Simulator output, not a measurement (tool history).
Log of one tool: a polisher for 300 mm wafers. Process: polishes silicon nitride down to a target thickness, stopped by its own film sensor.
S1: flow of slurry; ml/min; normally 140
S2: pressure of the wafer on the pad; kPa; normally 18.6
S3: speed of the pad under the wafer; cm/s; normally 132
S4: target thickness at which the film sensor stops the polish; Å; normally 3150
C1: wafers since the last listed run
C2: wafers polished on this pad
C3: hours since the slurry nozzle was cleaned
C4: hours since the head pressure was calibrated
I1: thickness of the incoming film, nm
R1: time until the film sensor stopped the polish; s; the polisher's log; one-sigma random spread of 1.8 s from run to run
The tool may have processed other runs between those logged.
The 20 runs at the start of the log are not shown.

run,hour,S1,S2,S3,S4,C1,C2,C3,C4,I1,R1
21,639.7,140,18.6,132,3150,127,532,764.7,279.1,567,176.8
22,674.4,170,18.6,132,3590,217,749,799.4,313.8,566.6,144.9
23,707.1,140,18.6,132,3150,204,953,832.1,346.5,560.2,177.5
24,728.1,140,18.6,132,3150,131,1085,853.1,367.5,561.7,179.5
# hour 733.2: slurry nozzle cleaned
25,742.3,140,18.6,144,3150,82,1167,9.1,381.7,567.8,169.1
26,766.3,140,18.6,132,2530,150,1317,33.1,405.7,556.5,221.1
27,779.1,115,18.6,132,3680,80,1397,45.9,418.5,560.8,145
# hour 785.8: worn pad replaced by a new one
28,791.2,175,18.6,102,3650,50,33,58,430.6,553.8,153.7
29,821.4,140,20.7,132,2440,188,222,88.2,460.8,564.2,198.4
30,853.6,140,18.6,132,3150,201,423,120.4,493,557.1,169.4
31,865.6,140,18.6,166,3150,75,498,132.4,505,571.4,149.1
32,896.1,140,18.6,132,3150,190,689,162.9,535.5,570.7,179
33,916.6,180,15.9,132,3150,128,818,183.4,556,554.2,189.3
34,995.5,165,23.4,132,3150,493,1311,262.3,634.9,566.6,140.4
35,1027.8,140,18.6,132,3150,202,1513,294.6,667.2,567.3,180.5
# hour 1052.4: worn pad replaced by a new one
36,1055.2,140,20.7,156,2930,146,17,322,694.6,555.1,141.9
37,1068.9,190,18.6,132,3430,85,103,335.7,708.3,553.8,138.4
38,1090.1,175,18.6,150,2480,132,235,356.9,729.5,551.4,179.7

Predict each of these 3 candidate next runs independently; none follows another, all start after run 38:
A,1090.6,140,18.6,132,3150,3,238,357.4,730,553.4,?
B,1090.6,165,18.6,132,3590,3,238,357.4,730,553.4,?
C,1090.6,180,18.6,132,2820,3,238,357.4,730,553.4,?

run,R1
A,158.5
B,126.8
C,175.2
Without the tool's unlogged condition, the same runs would have read:
run,R1
A,165.4
B,132.2
C,182.8

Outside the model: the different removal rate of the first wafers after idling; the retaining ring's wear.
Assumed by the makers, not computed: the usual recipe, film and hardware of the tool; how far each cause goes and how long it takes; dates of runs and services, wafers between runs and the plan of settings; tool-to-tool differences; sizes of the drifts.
